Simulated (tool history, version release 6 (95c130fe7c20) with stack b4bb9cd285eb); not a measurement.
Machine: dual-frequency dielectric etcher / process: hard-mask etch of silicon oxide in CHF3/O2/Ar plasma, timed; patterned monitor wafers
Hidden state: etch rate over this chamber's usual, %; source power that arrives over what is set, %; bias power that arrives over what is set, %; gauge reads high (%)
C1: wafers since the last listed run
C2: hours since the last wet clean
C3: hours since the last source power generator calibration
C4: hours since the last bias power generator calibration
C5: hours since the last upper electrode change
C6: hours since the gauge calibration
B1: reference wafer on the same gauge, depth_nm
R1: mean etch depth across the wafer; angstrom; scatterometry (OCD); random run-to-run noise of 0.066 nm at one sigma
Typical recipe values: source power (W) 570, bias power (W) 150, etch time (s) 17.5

{"run": 1, "hour": 0.0, "source power (W)": 570, "bias power (W)": 177, "etch time (s)": 17.5, "C1": 0, "C2": 307.5, "C3": 1947.6, "C4": 4586, "C5": 1410, "C6": 1328.9, "B1": 33.47, "R1": 328.9}
{"run": 2, "hour": 40.6, "source power (W)": 570, "bias power (W)": 177, "etch time (s)": 17.5, "C1": 617, "C2": 348.1, "C3": 1988.2, "C4": 4626.6, "C5": 1450.6, "C6": 1369.5, "B1": 33.5, "R1": 329.7}
{"hour": 80.6, "done": "gauge calibrated"}
{"run": 3, "hour": 96.1, "source power (W)": 570, "bias power (W)": 177, "etch time (s)": 17.5, "C1": 844, "C2": 403.6, "C3": 2043.7, "C4": 4682.1, "C5": 1506.1, "C6": 15.5, "B1": 33.48, "R1": 327.8}
{"hour": 150.8, "done": "wet clean of the chamber"}
{"run": 4, "hour": 198.4, "source power (W)": 490, "bias power (W)": 150, "etch time (s)": 18.5, "C1": 1191, "C2": 47.6, "C3": 2146, "C4": 4784.4, "C5": 1608.4, "C6": 117.8, "B1": 33.46, "R1": 310.6}
{"run": 5, "hour": 296.0, "source power (W)": 490, "bias power (W)": 150, "etch time (s)": 18.5, "C1": 1484, "C2": 145.2, "C3": 2243.6, "C4": 4882, "C5": 1706, "C6": 215.4, "B1": 33.49, "R1": 310.7}
{"run": 6, "hour": 556.0, "source power (W)": 490, "bias power (W)": 150, "etch time (s)": 18.5, "C1": 3955, "C2": 405.2, "C3": 2503.6, "C4": 5142, "C5": 1966, "C6": 475.4, "B1": 33.51, "R1": 311.2}
{"run": 7, "hour": 601.0, "source power (W)": 570, "bias power (W)": 130, "etch time (s)": 17.5, "C1": 684, "C2": 450.2, "C3": 2548.6, "C4": 5187, "C5": 2011, "C6": 520.4, "B1": 33.5, "R1": 290.5}
{"hour": 627.1, "done": "wet clean of the chamber"}
{"run": 8, "hour": 668.2, "source power (W)": 570, "bias power (W)": 130, "etch time (s)": 17.5, "C1": 657, "C2": 41.1, "C3": 2615.8, "C4": 5254.2, "C5": 2078.2, "C6": 587.6, "B1": 33.51, "R1": 290.8}
{"hour": 856.4, "done": "bias power generator calibrated"}
{"run": 9, "hour": 945.4, "source power (W)": 570, "bias power (W)": 130, "etch time (s)": 17.5, "C1": 4155, "C2": 318.3, "C3": 2893, "C4": 89, "C5": 2355.4, "C6": 864.8, "B1": 33.48, "R1": 287}
{"hour": 1021.3, "done": "wet clean of the chamber"}
{"hour": 1032.8, "done": "upper electrode replaced"}
{"run": 10, "hour": 1033.3, "source power (W)": 570, "bias power (W)": 160, "etch time (s)": 17.5, "C1": 796, "C2": 12, "C3": 2980.9, "C4": 176.9, "C5": 0.5, "C6": 952.7, "B1": 33.51, "R1": 310.7}
{"run": 11, "hour": 1055.7, "source power (W)": 570, "bias power (W)": 150, "etch time (s)": 17.5, "C1": 340, "C2": 34.4, "C3": 3003.3, "C4": 199.3, "C5": 22.9, "C6": 975.1, "B1": 33.52, "R1": 302.3}
{"hour": 1079.4, "done": "source power generator calibrated"}
{"run": 12, "hour": 1111.5, "source power (W)": 570, "bias power (W)": 150, "etch time (s)": 17.5, "C1": 787, "C2": 90.2, "C3": 32.1, "C4": 255.1, "C5": 78.7, "C6": 1030.9, "B1": 33.51, "R1": 308.7}
{"run": 13, "hour": 1184.0, "source power (W)": 610, "bias power (W)": 150, "etch time (s)": 17.5, "C1": 1102, "C2": 162.7, "C3": 104.6, "C4": 327.6, "C5": 151.2, "C6": 1103.4, "B1": 33.46, "R1": 314.6}
{"run": 14, "hour": 1248.2, "source power (W)": 610, "bias power (W)": 150, "etch time (s)": 17.5, "C1": 976, "C2": 226.9, "C3": 168.8, "C4": 391.8, "C5": 215.4, "C6": 1167.6, "B1": 33.46, "R1": 313.9}
{"run": 15, "hour": 1312.4, "source power (W)": 570, "bias power (W)": 131, "etch time (s)": 17.5, "C1": 976, "C2": 291.1, "C3": 233, "C4": 456, "C5": 279.6, "C6": 1231.8, "B1": 33.49, "R1": 293.7}
{"run": 16, "hour": 1419.0, "source power (W)": 570, "bias power (W)": 150, "etch time (s)": 17.5, "C1": 1621, "C2": 397.7, "C3": 339.6, "C4": 562.6, "C5": 386.2, "C6": 1338.4, "B1": 33.48, "R1": 307.6}
{"hour": 1463.1, "done": "wet clean of the chamber"}
{"run": 17, "hour": 1489.0, "source power (W)": 610, "bias power (W)": 136, "etch time (s)": 21, "C1": 699, "C2": 25.9, "C3": 409.6, "C4": 632.6, "C5": 456.2, "C6": 1408.4, "B1": 33.5, "R1": 363.8}
{"run": 18, "hour": 1529.7, "source power (W)": 570, "bias power (W)": 130, "etch time (s)": 17.5, "C1": 619, "C2": 66.6, "C3": 450.3, "C4": 673.3, "C5": 496.9, "C6": 1449.1, "B1": 33.49, "R1": 293.7}
{"run": 19, "hour": 1590.0, "source power (W)": 680, "bias power (W)": 179, "etch time (s)": 21, "C1": 917, "C2": 126.9, "C3": 510.6, "C4": 733.6, "C5": 557.2, "C6": 1509.4, "B1": 33.52, "R1": 418.5}
{"run": 20, "hour": 1655.5, "source power (W)": 470, "bias power (W)": 188, "etch time (s)": 14.5, "C1": 996, "C2": 192.4, "C3": 576.1, "C4": 799.1, "C5": 622.7, "C6": 1574.9, "B1": 33.51, "R1": 263.7}
{"hour": 1742.0, "done": "gauge calibrated"}
{"run": 21, "hour": 1826.1, "source power (W)": 610, "bias power (W)": 128, "etch time (s)": 14.5, "C1": 2595, "C2": 363, "C3": 746.7, "C4": 969.7, "C5": 793.3, "C6": 84.1, "B1": 33.49, "R1": 246.6}
{"hour": 1870.5, "done": "wet clean of the chamber"}
{"run": 22, "hour": 1872.7, "source power (W)": 710, "bias power (W)": 150, "etch time (s)": 17.5, "C1": 343, "C2": 2.2, "C3": 793.3, "C4": 1016.3, "C5": 839.9, "C6": 130.7, "B1": 33.53, "R1": 331.8}
{"run": 23, "hour": 1916.6, "source power (W)": 570, "bias power (W)": 150, "etch time (s)": 17.5, "C1": 667, "C2": 46.1, "C3": 837.2, "C4": 1060.2, "C5": 883.8, "C6": 174.6, "B1": 33.52, "R1": 309}
{"run": 24, "hour": 1970.6, "source power (W)": 570, "bias power (W)": 130, "etch time (s)": 17.5, "C1": 821, "C2": 100.1, "C3": 891.2, "C4": 1114.2, "C5": 937.8, "C6": 228.6, "B1": 33.48, "R1": 293}
{"run": 25, "hour": 2025.4, "source power (W)": 570, "bias power (W)": 150, "etch time (s)": 13.5, "C1": 833, "C2": 154.9, "C3": 946, "C4": 1169, "C5": 992.6, "C6": 283.4, "B1": 33.51, "R1": 238.8}
{"run": 26, "hour": 2099.3, "source power (W)": 480, "bias power (W)": 177, "etch time (s)": 19, "C1": 1124, "C2": 228.8, "C3": 1019.9, "C4": 1242.9, "C5": 1066.5, "C6": 357.3, "B1": 33.48, "R1": 340}
{"run": 27, "hour": 2152.4, "source power (W)": 570, "bias power (W)": 130, "etch time (s)": 17.5, "C1": 807, "C2": 281.9, "C3": 1073, "C4": 1296, "C5": 1119.6, "C6": 410.4, "B1": 33.49, "R1": 292.4}
{"run": 28, "hour": 2217.7, "source power (W)": 610, "bias power (W)": 182, "etch time (s)": 20, "C1": 993, "C2": 347.2, "C3": 1138.3, "C4": 1361.3, "C5": 1184.9, "C6": 475.7, "B1": 33.46, "R1": 388}
{"hour": 2303.4, "done": "wet clean of the chamber"}
{"run": 29, "hour": 2309.6, "source power (W)": 570, "bias power (W)": 150, "etch time (s)": 17.5, "C1": 1032, "C2": 6.2, "C3": 1230.2, "C4": 1453.2, "C5": 1276.8, "C6": 567.6, "B1": 33.51, "R1": 308.5}

Each row is a separate what-if for the run after 29, all from the same tool condition, not one after another. Results?
{"run": "A", "hour": 2310.0, "source power (W)": 450, "bias power (W)": 150, "etch time (s)": 17.5, "C1": 6, "C2": 6.6, "C3": 1230.6, "C4": 1453.6, "C5": 1277.2, "C6": 568, "B1": "?", "R1": "?"}
{"run": "B", "hour": 2310.0, "source power (W)": 630, "bias power (W)": 150, "etch time (s)": 21, "C1": 6, "C2": 6.6, "C3": 1230.6, "C4": 1453.6, "C5": 1277.2, "C6": 568, "B1": "?", "R1": "?"}
{"run": "C", "hour": 2310.0, "source power (W)": 570, "bias power (W)": 114, "etch time (s)": 17.5, "C1": 6, "C2": 6.6, "C3": 1230.6, "C4": 1453.6, "C5": 1277.2, "C6": 568, "B1": "?", "R1": "?"}

run=A B1=33.51 R1=288.3
run=B B1=33.51 R1=382.7
run=C B1=33.51 R1=279.3
Without the tool's unlogged condition, the same runs would have read:
run=A R1=286.1
run=B R1=379.9
run=C R1=277.5

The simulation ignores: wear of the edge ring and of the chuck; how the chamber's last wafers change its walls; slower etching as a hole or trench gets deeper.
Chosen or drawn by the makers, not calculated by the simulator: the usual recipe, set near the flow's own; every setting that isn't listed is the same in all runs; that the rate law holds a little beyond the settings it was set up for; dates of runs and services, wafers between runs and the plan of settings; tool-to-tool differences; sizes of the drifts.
